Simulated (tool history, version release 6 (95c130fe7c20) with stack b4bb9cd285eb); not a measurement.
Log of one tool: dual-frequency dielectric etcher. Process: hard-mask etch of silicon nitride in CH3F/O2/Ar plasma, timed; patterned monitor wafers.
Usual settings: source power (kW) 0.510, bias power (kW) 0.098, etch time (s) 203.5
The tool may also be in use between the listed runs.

run	day	source power (kW)	bias power (kW)	etch time (s)	read-back reference wafer on the same gauge, depth_nm	mean etch depth across the wafer (angstrom)
1	0.000	0.510	0.098	203.5	157.0	1626
2	0.446	0.510	0.098	203.5	157.1	1626
3	1.050	0.510	0.098	203.5	157.1	1635
4	1.362	0.510	0.086	203.5	156.9	1521
5	1.796	0.510	0.090	164.5	156.9	1269
6	2.275	0.510	0.090	164.5	156.7	1263
7	2.867	0.510	0.098	203.5	157.2	1616
# day 3.979: upper electrode replaced
8	4.000	0.510	0.098	203.5	157.0	1598
9	4.017	0.510	0.098	203.5	157.0	1610
# day 4.408: gauge calibrated
# day 5.175: wet clean of the chamber
# day 5.188: source power generator calibrated
10	5.208	0.510	0.080	203.5	157.1	1439
11	5.225	0.510	0.098	203.5	156.9	1564
12	5.354	0.510	0.098	203.5	157.1	1568
# day 5.733: bias power generator calibrated
13	5.925	0.510	0.098	256.5	157.1	1964
# day 7.008: wet clean of the chamber, repeated, since the last time left the tool worse
14	7.029	0.510	0.098	162.0	157.1	1311
15	7.046	0.610	0.098	184.0	157.1	1565
16	7.062	0.460	0.108	203.5	157.2	1693
17	7.471	0.430	0.083	235.5	156.9	1736
18	7.812	0.510	0.098	203.5	157.1	1661

The next listed run, before its measurement:
19	8.792	0.510	0.113	203.5	?	?

{"run 19": {"read-back reference wafer on the same gauge, depth_nm": 157.1, "mean etch depth across the wafer (angstrom)": 1750}}
Without the tool's hidden state the same run would have given mean etch depth across the wafer (angstrom) 1768.

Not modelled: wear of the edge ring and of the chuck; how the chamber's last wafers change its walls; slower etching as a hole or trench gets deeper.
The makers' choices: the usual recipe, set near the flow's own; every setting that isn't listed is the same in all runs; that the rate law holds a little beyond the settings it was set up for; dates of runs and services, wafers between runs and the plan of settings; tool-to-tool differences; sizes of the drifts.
